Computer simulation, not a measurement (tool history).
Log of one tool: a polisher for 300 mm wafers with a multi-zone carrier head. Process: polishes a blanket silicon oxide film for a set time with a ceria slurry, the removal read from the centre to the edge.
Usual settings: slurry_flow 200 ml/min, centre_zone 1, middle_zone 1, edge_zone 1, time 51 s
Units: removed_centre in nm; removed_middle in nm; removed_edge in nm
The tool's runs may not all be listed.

run,day,slurry_flow,centre_zone,middle_zone,edge_zone,time,"incoming thickness of the incoming film, nm",removed_centre,removed_middle,removed_edge
1,0,200,1,1,1,59,1052.1,288,295,315.3
# day 1.5: slurry nozzle cleaned
# day 1.762: worn pad replaced by a new one
2,2.096,200,1,1,1,59,1054.5,315.7,323.1,327.3
3,3.121,200,1,1,1,63,1060.4,343.6,343.3,359.6
4,4.342,200,1,1,1,63,1062.9,335.7,338.5,354.7
5,6.4,200,0.93,1,1,42,1058.3,213.9,221.4,228.9
6,8.4,200,0.93,1,1,42,1051.8,204,216.4,220.8
# day 9.071: worn pad replaced by a new one
7,11.325,200,0.93,1,1,42,1055.1,208.3,224.2,237.3
8,12.992,200,1,1,1,51,1060.9,272.7,272.7,284.2
# day 15.392: centre zone pressure recalibrated
9,15.646,200,1,1,1,51,1053,266.9,264.5,277.2
# day 16.004: worn pad replaced by a new one
10,17.067,200,1.06,1,1,51,1050.2,287.9,270.9,289.9
11,18.179,145,0.95,0.92,1,45,1055.8,219.1,224.9,245.5
# day 19.017: carrier head's membrane replaced by a new one
12,19.317,200,1,1,1.12,51,1050.4,268.7,271.2,302.8
13,20.954,200,1,1,1,51,1061.7,264.5,270.1,276.8
14,23.896,200,1,1,1,51,1068,253.1,255.1,268.5
# day 24.296: worn pad replaced by a new one
15,26.579,270,0.95,1,1,51,1048.5,265.9,277.9,287.6
16,28.608,245,1,1,1.08,51,1048.1,269.9,266.4,294.7
# day 28.8: edge zone pressure recalibrated
# day 28.85: slurry nozzle cleaned
17,29.938,165,1,1.06,1.11,64,1072,329.3,347.5,368.2
# day 31.954: worn pad replaced by a new one
18,32.033,255,1.1,0.95,1.06,51,1066.1,317.1,276.6,303.8
19,33.479,135,1,1,1,66,1073.8,341.2,344.4,360.5
20,35.942,200,1,1,0.94,37,1052.5,199.6,198.3,204.5
21,38.383,240,1,1.11,1,60,1041.9,319.9,334.2,320.1

Measured less the same run without the tool's hidden state. The same run-to-run variation is in both; the gauge's scatter may not be:
The hidden state here: removal rate lost through wear of the pad, %; slurry flow missing at the pad, %; deviation of the centre zone's pressure from its setpoint, %; deviation of the edge zone's pressure from its setpoint, %.
run,removed_centre,removed_middle,removed_edge
1,-32.9,-31.7,-28.9
2,-3.1,-3.1,-3
3,-4.5,-4.3,-4.2
4,-6.6,-6.4,-6.2
5,-8,-8.2,-7.9
6,-13.1,-13.7,-13.3
7,-4.6,-4.6,-3.9
8,-9.6,-8.9,-8.1
9,-18.4,-17.5,-16.8
10,-8.7,-7.5,-6.3
11,-9.2,-8.6,-7.2
12,-12,-11.2,-10.4
13,-16.3,-15.7,-13.8
14,-27.8,-26.8,-25.6
15,-13,-12.5,-10.5
16,-18.7,-17.3,-16.1
17,-14.3,-15,-15.5
18,-1.8,-1.4,-1.3
19,-4.5,-4.1,-3.4
20,-5.6,-5.4,-5
21,-18.2,-18.5,-16.7

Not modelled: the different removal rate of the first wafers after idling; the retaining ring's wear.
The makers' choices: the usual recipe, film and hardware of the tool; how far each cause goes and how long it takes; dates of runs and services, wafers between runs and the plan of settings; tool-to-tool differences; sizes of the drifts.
